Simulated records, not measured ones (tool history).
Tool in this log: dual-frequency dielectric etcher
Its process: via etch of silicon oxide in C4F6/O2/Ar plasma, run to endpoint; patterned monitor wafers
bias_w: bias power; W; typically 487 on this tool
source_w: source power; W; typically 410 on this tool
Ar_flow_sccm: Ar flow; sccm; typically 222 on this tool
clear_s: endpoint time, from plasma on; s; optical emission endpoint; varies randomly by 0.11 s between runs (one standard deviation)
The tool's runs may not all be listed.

| run | hour | bias_w | source_w | Ar_flow_sccm | wafers since the last listed run | hours since the last wet clean | hours since the last bias power generator calibration | hours since the last source power generator calibration | hours since the last Ar flow controller change | hours since the last upper electrode change | incoming incoming film thickness, nm | clear_s |
|---|---|---|---|---|---|---|---|---|---|---|---|---|
| 1 | 0 | 537 | 410 | 222 | 0 | 31.8 | 4413.6 | 619.2 | 2913.4 | 3374.9 | 71.5 | 15.6 |
| 2 | 107.1 | 537 | 410 | 222 | 1542 | 138.9 | 4520.7 | 726.3 | 3020.5 | 3482 | 71.7 | 15.3 |
| 3 | 150.8 | 537 | 410 | 222 | 629 | 182.6 | 4564.4 | 770 | 3064.2 | 3525.7 | 71.7 | 15.3 |
| 4 | 257.6 | 487 | 410 | 222 | 1538 | 289.4 | 4671.2 | 876.8 | 3171 | 3632.5 | 71.4 | 15.6 |
| 5 | 297.8 | 487 | 410 | 222 | 579 | 329.6 | 4711.4 | 917 | 3211.2 | 3672.7 | 71.3 | 15.5 |
|  | 401.2 | upper electrode replaced |
| 6 | 401.7 | 487 | 410 | 222 | 1150 | 433.5 | 4815.3 | 1020.9 | 3315.1 | 0.5 | 71.1 | 15.5 |
|  | 441.8 | bias power generator calibrated |
| 7 | 457.5 | 574 | 410 | 199 | 746 | 489.3 | 15.7 | 1076.7 | 3370.9 | 56.3 | 70.5 | 14.5 |
| 8 | 530.3 | 574 | 410 | 199 | 1048 | 562.1 | 88.5 | 1149.5 | 3443.7 | 129.1 | 71.7 | 14.5 |
|  | 558.4 | wet clean of the chamber |
| 9 | 593.9 | 583 | 470 | 241 | 570 | 35.5 | 152.1 | 1213.1 | 3507.3 | 192.7 | 71.3 | 14.3 |
| 10 | 696.3 | 487 | 410 | 194 | 1475 | 137.9 | 254.5 | 1315.5 | 3609.7 | 295.1 | 71.4 | 15.4 |
| 11 | 734.4 | 487 | 410 | 222 | 548 | 176 | 292.6 | 1353.6 | 3647.8 | 333.2 | 71.3 | 15.6 |
| 12 | 790.6 | 390 | 370 | 204 | 809 | 232.2 | 348.8 | 1409.8 | 3704 | 389.4 | 71.1 | 17.2 |
| 13 | 854.1 | 383 | 410 | 222 | 914 | 295.7 | 412.3 | 1473.3 | 3767.5 | 452.9 | 71.6 | 16.7 |
| 14 | 939.1 | 487 | 410 | 222 | 1224 | 380.7 | 497.3 | 1558.3 | 3852.5 | 537.9 | 71 | 15.4 |
| 15 | 1019.6 | 487 | 410 | 254 | 1159 | 461.2 | 577.8 | 1638.8 | 3933 | 618.4 | 70.7 | 15.7 |
|  | 1044.3 | source power generator calibrated |
| 16 | 1072.7 | 487 | 410 | 222 | 707 | 514.3 | 630.9 | 28.4 | 3986.1 | 671.5 | 71.3 | 15.2 |
| 17 | 1162.8 | 487 | 410 | 222 | 1297 | 604.4 | 721 | 118.5 | 4076.2 | 761.6 | 71.5 | 15.4 |
|  | 1226.8 | wet clean of the chamber |
| 18 | 1234.9 | 537 | 410 | 222 | 692 | 8.1 | 793.1 | 190.6 | 4148.3 | 833.7 | 72.1 | 15.5 |
| 19 | 1324.8 | 526 | 480 | 188 | 1295 | 98 | 883 | 280.5 | 4238.2 | 923.6 | 71.4 | 14.2 |
| 20 | 1365.8 | 487 | 410 | 222 | 590 | 139 | 924 | 321.5 | 4279.2 | 964.6 | 71.1 | 15.6 |
| 21 | 1415.7 | 421 | 500 | 236 | 718 | 188.9 | 973.9 | 371.4 | 4329.1 | 1014.5 | 71.3 | 15.1 |
| 22 | 1473.4 | 387 | 410 | 222 | 831 | 246.6 | 1031.6 | 429.1 | 4386.8 | 1072.2 | 71.5 | 16.4 |
|  | 1503.9 | Ar flow controller replaced |
| 23 | 1550.4 | 597 | 410 | 222 | 1022 | 323.6 | 1108.6 | 506.1 | 46.5 | 1149.2 | 72.2 | 15 |
| 24 | 1625 | 423 | 340 | 255 | 1074 | 398.2 | 1183.2 | 580.7 | 121.1 | 1223.8 | 71.2 | 17.2 |
| 25 | 1663.3 | 601 | 500 | 265 | 551 | 436.5 | 1221.5 | 619 | 159.4 | 1262.1 | 70.7 | 13.4 |
| 26 | 1789.6 | 428 | 490 | 182 | 1819 | 562.8 | 1347.8 | 745.3 | 285.7 | 1388.4 | 70.4 | 14.4 |
|  | 1833.3 | wet clean of the chamber |
| 27 | 2047.7 | 385 | 460 | 181 | 3372 | 214.4 | 1605.9 | 1003.4 | 543.8 | 1646.5 | 72.4 | 15.7 |
| 28 | 2091.6 | 487 | 500 | 222 | 632 | 258.3 | 1649.8 | 1047.3 | 587.7 | 1690.4 | 71.1 | 14.4 |
| 29 | 2199.2 | 596 | 410 | 200 | 1549 | 365.9 | 1757.4 | 1154.9 | 695.3 | 1798 | 70.3 | 14 |

Below are 4 alternative next runs, each starting from the tool's condition after run 29. Predict each:
| A | 2199.6 | 487 | 460 | 222 | 5 | 366.3 | 1757.8 | 1155.3 | 695.7 | 1798.4 | 71.5 | ? |
| B | 2199.6 | 383 | 380 | 172 | 5 | 366.3 | 1757.8 | 1155.3 | 695.7 | 1798.4 | 71.5 | ? |
| C | 2199.6 | 519 | 410 | 174 | 5 | 366.3 | 1757.8 | 1155.3 | 695.7 | 1798.4 | 71.5 | ? |
| D | 2199.6 | 487 | 490 | 264 | 5 | 366.3 | 1757.8 | 1155.3 | 695.7 | 1798.4 | 71.5 | ? |

| run | clear_s |
|---|---|
| A | 14.8 |
| B | 16.7 |
| C | 14.9 |
| D | 14.7 |
What these runs would have given with no unlogged condition in the tool:
| run | clear_s |
|---|---|
| A | 15.1 |
| B | 17 |
| C | 15.2 |
| D | 15 |
